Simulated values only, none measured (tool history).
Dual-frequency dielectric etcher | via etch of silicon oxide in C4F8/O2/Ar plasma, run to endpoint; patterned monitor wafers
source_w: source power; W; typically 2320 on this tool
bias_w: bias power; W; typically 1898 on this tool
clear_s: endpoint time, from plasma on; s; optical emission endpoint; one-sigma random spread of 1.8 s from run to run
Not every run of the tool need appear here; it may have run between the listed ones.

| run | hour | source_w | bias_w | wafers since the last listed run | hours since the last wet clean | hours since the last source power generator calibration | hours since the last bias power generator calibration | hours since the last upper electrode change | incoming incoming film thickness, nm | clear_s |
|---|---|---|---|---|---|---|---|---|---|---|
| 1 | 0 | 2320 | 2047 | 0 | 314.3 | 3816.1 | 3474.4 | 2355.4 | 1247.6 | 221.5 |
| 2 | 17.9 | 2320 | 2047 | 120 | 332.2 | 3834 | 3492.3 | 2373.3 | 1230 | 214.4 |
| 3 | 29.4 | 2320 | 1731 | 77 | 343.7 | 3845.5 | 3503.8 | 2384.8 | 1232.7 | 230.9 |
| 4 | 38.6 | 1960 | 1742 | 61 | 352.9 | 3854.7 | 3513 | 2394 | 1233.2 | 246.8 |
| 5 | 51.2 | 1960 | 1742 | 84 | 365.5 | 3867.3 | 3525.6 | 2406.6 | 1240.8 | 247.4 |
| 6 | 60.8 | 2730 | 2078 | 64 | 375.1 | 3876.9 | 3535.2 | 2416.2 | 1242.7 | 209.1 |
| 7 | 71.1 | 2730 | 2078 | 69 | 385.4 | 3887.2 | 3545.5 | 2426.5 | 1234.9 | 207.6 |
| 8 | 79.3 | 2730 | 2078 | 55 | 393.6 | 3895.4 | 3553.7 | 2434.7 | 1239 | 206.7 |
| 9 | 96.7 | 2320 | 1898 | 116 | 411 | 3912.8 | 3571.1 | 2452.1 | 1241.8 | 230.2 |
| 10 | 112 | 2320 | 1898 | 102 | 426.3 | 3928.1 | 3586.4 | 2467.4 | 1230.9 | 223.1 |
| 11 | 123.7 | 2320 | 1898 | 78 | 438 | 3939.8 | 3598.1 | 2479.1 | 1231.6 | 226.6 |
| 12 | 138.3 | 2320 | 1898 | 98 | 452.6 | 3954.4 | 3612.7 | 2493.7 | 1235.2 | 232.3 |
| 13 | 151.3 | 2320 | 1898 | 87 | 465.6 | 3967.4 | 3625.7 | 2506.7 | 1243.6 | 232.8 |
| 14 | 161.9 | 2090 | 1898 | 71 | 476.2 | 3978 | 3636.3 | 2517.3 | 1236 | 236.4 |
| 15 | 170.7 | 2090 | 1898 | 59 | 485 | 3986.8 | 3645.1 | 2526.1 | 1235.4 | 237.8 |
| 16 | 185.9 | 2090 | 1898 | 102 | 500.2 | 4002 | 3660.3 | 2541.3 | 1238.1 | 237 |
|  | 222.6 | wet clean of the chamber |
| 17 | 223.1 | 1990 | 1898 | 88 | 0.5 | 4039.2 | 3697.5 | 2578.5 | 1243.5 | 236.3 |
| 18 | 223.5 | 2100 | 1621 | 2 | 0.9 | 4039.6 | 3697.9 | 2578.9 | 1236.5 | 236.5 |
| 19 | 223.9 | 2730 | 2078 | 2 | 1.3 | 4040 | 3698.3 | 2579.3 | 1244.2 | 202.2 |
| 20 | 235.4 | 2720 | 1898 | 77 | 12.8 | 4051.5 | 3709.8 | 2590.8 | 1233.2 | 205.3 |
|  | 264.4 | bias power generator calibrated |
| 21 | 285.6 | 2660 | 1572 | 310 | 63 | 4101.7 | 21.2 | 2641 | 1247.3 | 219.3 |
|  | 295.4 | source power generator calibrated |
| 22 | 299.8 | 2470 | 1465 | 68 | 77.2 | 4.4 | 35.4 | 2655.2 | 1244 | 231.3 |
| 23 | 306.1 | 1770 | 1898 | 42 | 83.5 | 10.7 | 41.7 | 2661.5 | 1242.1 | 242.8 |
|  | 341.1 | upper electrode replaced |
| 24 | 341.6 | 2320 | 1898 | 77 | 119 | 46.2 | 77.2 | 0.5 | 1242 | 222.8 |
| 25 | 342 | 2320 | 2047 | 2 | 119.4 | 46.6 | 77.6 | 0.9 | 1226.9 | 213.9 |
| 26 | 342.4 | 2320 | 2047 | 2 | 119.8 | 47 | 78 | 1.3 | 1239.7 | 217 |
| 27 | 354.2 | 2320 | 1898 | 79 | 131.6 | 58.8 | 89.8 | 13.1 | 1235.5 | 218.9 |
| 28 | 365.1 | 2320 | 1898 | 73 | 142.5 | 69.7 | 100.7 | 24 | 1246.3 | 222.1 |
| 29 | 382 | 1880 | 2179 | 113 | 159.4 | 86.6 | 117.6 | 40.9 | 1238 | 228 |
| 30 | 388.1 | 2320 | 1731 | 40 | 165.5 | 92.7 | 123.7 | 47 | 1233.5 | 225.2 |
| 31 | 403.5 | 1820 | 2280 | 103 | 180.9 | 108.1 | 139.1 | 62.4 | 1225.8 | 228.6 |
| 32 | 416.4 | 1810 | 2215 | 86 | 193.8 | 121 | 152 | 75.3 | 1248.3 | 236.3 |
| 33 | 430.7 | 2690 | 1617 | 96 | 208.1 | 135.3 | 166.3 | 89.6 | 1245.1 | 223.2 |
| 34 | 442.2 | 1870 | 1898 | 77 | 219.6 | 146.8 | 177.8 | 101.1 | 1237.4 | 238.1 |

Some steps in clear_s between neighbouring runs. How much of each would the tool show without its hidden state too (settings, what came in, random variation), and how much is left for the hidden state, with any gauge scatter that isn't in both results?
Hidden state present: etch rate over this chamber's usual, %; source power that arrives over what is set, %; bias power that arrives over what is set, %.
Run 5 -> 6: source_w 1960 -> 2730, bias_w 1742 -> 2078. clear_s -38.3 s: hidden state -1.2, all else -37.1.
Run 8 -> 9: source_w 2730 -> 2320, bias_w 2078 -> 1898. clear_s +23.5 s: hidden state +1.4, all else +22.1.
Run 16 -> 17: source_w 2090 -> 1990, wet clean of the chamber. clear_s -0.7 s: hidden state -12.3, all else +11.6.
Run 18 -> 19: source_w 2100 -> 2730, bias_w 1621 -> 2078. clear_s -34.3 s: hidden state +0, all else -34.3.
Run 20 -> 21: source_w 2720 -> 2660, bias_w 1898 -> 1572, bias power generator calibrated. clear_s +14 s: hidden state +1.3, all else +12.7.
